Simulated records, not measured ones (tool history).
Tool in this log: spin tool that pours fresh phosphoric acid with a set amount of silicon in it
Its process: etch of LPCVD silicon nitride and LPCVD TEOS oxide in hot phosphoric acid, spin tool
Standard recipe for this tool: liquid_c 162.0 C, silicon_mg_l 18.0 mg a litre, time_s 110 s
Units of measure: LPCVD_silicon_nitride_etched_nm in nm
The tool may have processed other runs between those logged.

run,hour,liquid_c,silicon_mg_l,time_s,wafers since the last listed run,hours since the thermometer was replaced,hours since the dissolved silicon flow meter was replaced,hours since the heated supply line was repaired,hours since the gauge calibration,"read-back film thickness of the LPCVD silicon nitride reference wafer, read on the same gauge (nm)",LPCVD_silicon_nitride_etched_nm
1,0.0,162.0,18.0,110,0,1632.2,671.8,2987.9,1090.0,130.00,8.54
# hour 35.1: heated supply line repaired
2,61.5,162.0,18.0,110,511,1693.7,733.3,26.4,1151.5,130.00,8.92
3,112.8,162.0,18.0,110,433,1745.0,784.6,77.7,1202.8,130.01,8.95
4,386.6,162.0,18.0,110,2315,2018.8,1058.4,351.5,1476.6,130.00,8.86
5,447.0,162.0,14.5,135,510,2079.2,1118.8,411.9,1537.0,129.95,10.93
6,539.2,162.0,18.0,110,779,2171.4,1211.0,504.1,1629.2,130.01,8.93
7,586.2,161.0,25.5,175,397,2218.4,1258.0,551.1,1676.2,130.00,13.62
# hour 636.2: dissolved silicon flow meter replaced
8,659.7,162.0,5.0,150,613,2291.9,23.5,624.6,1749.7,129.99,12.00
# hour 712.9: thermometer replaced
9,729.7,162.0,18.0,110,583,16.8,93.5,694.6,1819.7,130.00,8.88
10,789.8,164.5,32.0,110,508,76.9,153.6,754.7,1879.8,129.98,9.59
11,836.1,164.0,13.5,110,391,123.2,199.9,801.0,1926.1,130.00,9.35
12,916.2,159.5,9.0,50,677,203.3,280.0,881.1,2006.2,130.01,3.71
13,1234.9,163.5,25.0,170,2695,522.0,598.7,1199.8,2324.9,130.00,14.28
# hour 1268.6: gauge calibrated
14,1338.3,164.0,31.5,135,874,625.4,702.1,1303.2,69.7,130.01,11.41
15,1380.0,160.5,32.0,175,352,667.1,743.8,1344.9,111.4,129.99,13.28
16,1480.1,162.0,32.0,110,846,767.2,843.9,1445.0,211.5,130.01,8.82
17,1532.7,163.5,12.0,130,444,819.8,896.5,1497.6,264.1,129.99,10.95
18,1570.3,160.5,23.0,110,317,857.4,934.1,1535.2,301.7,129.99,8.37
19,1610.4,162.0,18.0,110,339,897.5,974.2,1575.3,341.8,130.02,8.84
20,1699.2,162.0,4.0,110,750,986.3,1063.0,1664.1,430.6,130.00,8.75
21,1866.3,164.5,18.0,110,1413,1153.4,1230.1,1831.2,597.7,129.98,9.50

Alternative continuations, all from the tool just after run 21; predict every row:
A,1866.7,162.0,18.0,110,3,1153.8,1230.5,1831.6,598.1,?,?
B,1866.7,163.5,6.5,150,3,1153.8,1230.5,1831.6,598.1,?,?
C,1866.7,164.0,25.5,80,3,1153.8,1230.5,1831.6,598.1,?,?
D,1866.7,163.0,18.0,135,3,1153.8,1230.5,1831.6,598.1,?,?
E,1866.7,162.0,18.0,90,3,1153.8,1230.5,1831.6,598.1,?,?

run,"read-back film thickness of the LPCVD silicon nitride reference wafer, read on the same gauge (nm)",LPCVD_silicon_nitride_etched_nm
A,129.99,8.85
B,129.99,12.69
C,129.99,6.88
D,129.99,11.24
E,129.99,7.24
Without the tool's unlogged condition, the same runs would have read:
run,LPCVD_silicon_nitride_etched_nm
A,9.05
B,12.97
C,7.03
D,11.48
E,7.41
